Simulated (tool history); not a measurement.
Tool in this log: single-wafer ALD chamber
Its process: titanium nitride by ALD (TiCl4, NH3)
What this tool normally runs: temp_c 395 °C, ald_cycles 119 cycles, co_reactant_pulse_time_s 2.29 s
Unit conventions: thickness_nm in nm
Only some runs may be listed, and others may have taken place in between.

run   hour  temp_c  ald_cycles  co_reactant_pulse_time_s  read-back reference wafer on the same gauge, thickness_nm  thickness_nm
  1      0     395         119                      2.29                                                      2.989         2.509
  2   35.8     395         119                      2.29                                                      2.995         2.505
  3   47.9     395         119                      2.29                                                      2.994         2.502
  4   69.9     395         119                      2.92                                                      2.993         2.528
  5   94.1     395         119                      2.29                                                      2.996         2.501
  6  119.6     395         119                      2.29                                                      3.001         2.513
  7  214.1     395         119                      2.29                                                      3.006         2.503
  8  245.3     395         119                      2.29                                                      3.005         2.507
  9  273.6     395         119                      2.29                                                      3.006          2.51
 10  288.1     395         113                      2.29                                                      3.007         2.386
 11  370.3     395         113                      2.29                                                      3.015         2.385
 12  403.8     395         119                      2.29                                                      3.016         2.519
 13  427.7     400         131                      2.29                                                      3.019         2.781
 14  443.6     399         109                      2.29                                                      3.019         2.314
     446.6  -- gauge calibrated
 15  459.7     395         119                      2.29                                                      2.942         2.466
 16  477.2     395         119                      2.29                                                      2.942         2.462
 17  489.8     395         119                      2.29                                                      2.945         2.458
 18  521.2     395         119                      2.29                                                      2.946         2.458
 19  533.6     395         119                      2.29                                                      2.949         2.464
 20  546.3     385         119                      2.29                                                      2.949         2.435
     557.8  -- showerhead replaced
 21    576     395         119                      2.29                                                       2.95         2.462
 22  602.1     382         110                      1.42                                                      2.953         2.143
 23  636.5     395         125                      2.29                                                      2.954         2.578
 24  667.8     388         102                      3.19                                                      2.959         2.149
 25  685.7     402         119                      2.87                                                      2.962         2.507
 26  721.4     386         119                      3.02                                                      2.962          2.48
     741.8  -- thermocouple changed; heater temperature recalibrated
 27  749.5     389         119                       2.8                                                      2.962         2.497
 28  765.7     395         119                      2.29                                                      2.965         2.467
 29  798.2     407         104                      2.02                                                      2.962         2.167
 30  816.4     395         110                      2.29                                                      2.968         2.292
 31    847     395         119                      2.29                                                      2.971         2.481
 32  871.4     402         119                      2.99                                                      2.967         2.514
 33  903.8     395         119                      2.29                                                      2.973         2.481
 34  927.7     395         119                      2.29                                                      2.973         2.487
 35    959     395         119                      2.29                                                      2.973         2.483
 36  975.1     410         119                      2.29                                                      2.977         2.505
 37  987.7     386         111                      2.29                                                      2.973          2.29

Table of differences, measured result less the result of that run with no hidden state. Run-to-run variation is the same in both. Gauge scatter possibly is not:
Hidden state present: wafer temperature above the value expected at the setpoint (K); gauge reads high (%).
run  thickness_nm
  1        +0.034
  2        +0.036
  3        +0.037
  4        +0.038
  5        +0.039
  6         +0.04
  7        +0.045
  8        +0.047
  9        +0.048
 10        +0.046
 11        +0.051
 12        +0.055
 13        +0.062
 14        +0.052
 15        -0.005
 16        -0.004
 17        -0.004
 18        -0.002
 19        -0.001
 20        -0.001
 21        +0.001
 22        +0.002
 23        +0.004
 24        +0.005
 25        +0.007
 26        +0.009
 27        +0.011
 28        +0.011
 29        +0.012
 30        +0.013
 31        +0.015
 32        +0.017
 33        +0.018
 34         +0.02
 35        +0.021
 36        +0.023
 37         +0.02
